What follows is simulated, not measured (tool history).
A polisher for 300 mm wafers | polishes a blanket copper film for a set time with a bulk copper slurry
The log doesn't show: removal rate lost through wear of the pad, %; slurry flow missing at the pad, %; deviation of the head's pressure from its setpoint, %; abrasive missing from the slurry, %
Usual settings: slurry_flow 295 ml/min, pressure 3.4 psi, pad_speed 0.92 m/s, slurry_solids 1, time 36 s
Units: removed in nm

run	hour	slurry_flow	pressure	pad_speed	slurry_solids	time	wafers since the last listed run	wafers polished on this pad	hours since the slurry nozzle was cleaned	hours since the head pressure was calibrated	hours since the slurry blender was calibrated	incoming thickness of the incoming film, nm	removed
1	0	295	4.1	0.92	1	45	0	741	370.2	515.2	466.5	2701.3	458.1
# hour 18.3: worn pad replaced by a new one
2	18.8	295	4.1	0.92	1	45	206	6	389	534	485.3	2727	470.2
3	28.2	295	4.1	0.92	1	45	130	137	398.4	543.4	494.7	2661.2	472.5
4	34.8	295	2.5	0.92	1	36	91	229	405	550	501.3	2696.1	246.6
5	49.4	350	4.3	0.92	1	36	203	432	419.6	564.6	515.9	2697	393.9
# hour 54.5: slurry blender recalibrated
6	57.6	295	3.4	0.92	1	36	86	519	427.8	572.8	3.1	2724.3	317
7	72.9	295	3.4	0.92	1	36	213	732	443.1	588.1	18.4	2708.3	313.3
# hour 85: worn pad replaced by a new one
8	85.5	295	3.4	0.92	1	36	119	7	455.7	600.7	31	2640.6	325.5
9	96	295	3.4	0.92	1	36	146	153	466.2	611.2	41.5	2716.9	316.8
10	112.4	295	3.4	0.92	1	36	228	382	482.6	627.6	57.9	2673.2	313.1
# hour 118.3: head pressure recalibrated
11	119.5	235	3.4	0.92	0.8	36	71	453	489.7	1.2	65	2643.9	297.9
# hour 126.6: slurry nozzle cleaned
12	127.9	190	3	0.92	1	26	103	556	1.3	9.6	73.4	2680.5	196.8

The next listed run, before its measurement:
13	137.6	355	2.3	0.8	1	36	135	691	11	19.3	83.1	2657.7	?

removed: 195.3 nm
Without the tool's hidden state the same run would have given removed 203.8 nm.
